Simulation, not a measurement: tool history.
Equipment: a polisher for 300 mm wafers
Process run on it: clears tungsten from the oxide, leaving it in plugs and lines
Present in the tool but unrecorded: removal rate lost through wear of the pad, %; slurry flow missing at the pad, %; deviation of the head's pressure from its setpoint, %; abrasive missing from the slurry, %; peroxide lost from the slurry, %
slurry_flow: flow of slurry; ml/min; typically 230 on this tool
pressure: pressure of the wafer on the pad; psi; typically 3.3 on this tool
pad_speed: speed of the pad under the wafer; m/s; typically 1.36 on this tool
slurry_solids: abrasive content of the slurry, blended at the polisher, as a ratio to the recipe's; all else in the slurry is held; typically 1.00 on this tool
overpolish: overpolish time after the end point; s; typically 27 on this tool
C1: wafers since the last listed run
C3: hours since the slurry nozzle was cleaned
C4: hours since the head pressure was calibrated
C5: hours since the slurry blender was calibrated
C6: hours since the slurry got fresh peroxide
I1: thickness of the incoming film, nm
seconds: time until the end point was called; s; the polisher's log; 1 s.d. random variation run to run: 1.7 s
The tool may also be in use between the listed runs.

run 1 hour=0.0 | slurry_flow=230 pressure=3.3 pad_speed=1.36 slurry_solids=1.00 overpolish=27 | C1=0 wafers_polished_on_this_pad=620 C3=103.1 C4=93.0 C5=140.6 C6=164.7 | I1=588.7 | seconds=89.8
-- hour=15.5 slurry tank refilled with fresh slurry and peroxide
run 2 hour=29.4 | slurry_flow=230 pressure=3.3 pad_speed=1.36 slurry_solids=1.00 overpolish=27 | C1=186 wafers_polished_on_this_pad=806 C3=132.5 C4=122.4 C5=170.0 C6=13.9 | I1=598.0 | seconds=91.5
-- hour=58.3 worn pad replaced by a new one
run 3 hour=94.8 | slurry_flow=230 pressure=3.3 pad_speed=1.36 slurry_solids=1.20 overpolish=27 | C1=403 wafers_polished_on_this_pad=240 C3=197.9 C4=187.8 C5=235.4 C6=79.3 | I1=592.1 | seconds=87.3
run 4 hour=124.8 | slurry_flow=230 pressure=3.3 pad_speed=1.36 slurry_solids=1.20 overpolish=27 | C1=197 wafers_polished_on_this_pad=437 C3=227.9 C4=217.8 C5=265.4 C6=109.3 | I1=592.4 | seconds=86.4
run 5 hour=163.2 | slurry_flow=230 pressure=3.3 pad_speed=1.36 slurry_solids=1.20 overpolish=27 | C1=252 wafers_polished_on_this_pad=689 C3=266.3 C4=256.2 C5=303.8 C6=147.7 | I1=589.4 | seconds=90.3
-- hour=193.1 slurry tank refilled with fresh slurry and peroxide
-- hour=205.8 worn pad replaced by a new one
run 6 hour=214.1 | slurry_flow=230 pressure=3.6 pad_speed=1.36 slurry_solids=1.00 overpolish=27 | C1=301 wafers_polished_on_this_pad=54 C3=317.2 C4=307.1 C5=354.7 C6=21.0 | I1=579.4 | seconds=84.8
run 7 hour=246.4 | slurry_flow=230 pressure=3.6 pad_speed=1.36 slurry_solids=1.00 overpolish=27 | C1=212 wafers_polished_on_this_pad=266 C3=349.5 C4=339.4 C5=387.0 C6=53.3 | I1=602.0 | seconds=89.5
-- hour=267.6 slurry nozzle cleaned
run 8 hour=277.6 | slurry_flow=285 pressure=3.7 pad_speed=0.96 slurry_solids=1.20 overpolish=27 | C1=198 wafers_polished_on_this_pad=465 C3=10.0 C4=370.6 C5=418.2 C6=84.5 | I1=585.4 | seconds=111.3
-- hour=313.4 slurry blender recalibrated
run 9 hour=329.5 | slurry_flow=230 pressure=3.3 pad_speed=1.36 slurry_solids=1.00 overpolish=27 | C1=327 wafers_polished_on_this_pad=792 C3=61.9 C4=422.5 C5=16.1 C6=136.4 | I1=590.5 | seconds=97.4
-- hour=386.6 worn pad replaced by a new one
-- hour=394.2 slurry tank refilled with fresh slurry and peroxide
run 10 hour=398.0 | slurry_flow=300 pressure=3.3 pad_speed=1.36 slurry_solids=1.20 overpolish=27 | C1=417 wafers_polished_on_this_pad=68 C3=130.4 C4=491.0 C5=84.6 C6=3.8 | I1=583.7 | seconds=91.5
-- hour=409.5 head pressure recalibrated
run 11 hour=452.1 | slurry_flow=230 pressure=3.3 pad_speed=1.06 slurry_solids=1.15 overpolish=27 | C1=342 wafers_polished_on_this_pad=410 C3=184.5 C4=42.6 C5=138.7 C6=57.9 | I1=585.9 | seconds=106.3
run 12 hour=495.0 | slurry_flow=295 pressure=3.3 pad_speed=1.16 slurry_solids=0.85 overpolish=27 | C1=281 wafers_polished_on_this_pad=692 C3=227.4 C4=85.5 C5=181.6 C6=100.8 | I1=587.2 | seconds=109.2
run 13 hour=531.1 | slurry_flow=230 pressure=3.9 pad_speed=1.60 slurry_solids=1.00 overpolish=27 | C1=237 wafers_polished_on_this_pad=929 C3=263.5 C4=121.6 C5=217.7 C6=136.9 | I1=597.2 | seconds=67.2
-- hour=548.2 worn pad replaced by a new one
-- hour=588.0 slurry tank refilled with fresh slurry and peroxide
run 14 hour=592.6 | slurry_flow=230 pressure=3.3 pad_speed=1.36 slurry_solids=1.00 overpolish=27 | C1=371 wafers_polished_on_this_pad=285 C3=325.0 C4=183.1 C5=279.2 C6=4.6 | I1=587.6 | seconds=90.0

Here are 3 independent what-if runs from the current tool condition. What would each one return?
run A hour=593.1 | slurry_flow=230 pressure=2.3 pad_speed=1.36 slurry_solids=1.00 overpolish=27 | C1=3 wafers_polished_on_this_pad=288 C3=325.5 C4=183.6 C5=279.7 C6=5.1 | I1=596.2 | seconds=?
run B hour=593.1 | slurry_flow=230 pressure=4.3 pad_speed=1.36 slurry_solids=1.00 overpolish=27 | C1=3 wafers_polished_on_this_pad=288 C3=325.5 C4=183.6 C5=279.7 C6=5.1 | I1=596.2 | seconds=?
run C hour=593.1 | slurry_flow=180 pressure=4.0 pad_speed=1.08 slurry_solids=0.75 overpolish=27 | C1=3 wafers_polished_on_this_pad=288 C3=325.5 C4=183.6 C5=279.7 C6=5.1 | I1=596.2 | seconds=?

run=A seconds=135.2
run=B seconds=73.9
run=C seconds=111.3
Without the tool's unlogged condition, the same runs would have read:
run=A seconds=132.1
run=B seconds=72.2
run=C seconds=108.8

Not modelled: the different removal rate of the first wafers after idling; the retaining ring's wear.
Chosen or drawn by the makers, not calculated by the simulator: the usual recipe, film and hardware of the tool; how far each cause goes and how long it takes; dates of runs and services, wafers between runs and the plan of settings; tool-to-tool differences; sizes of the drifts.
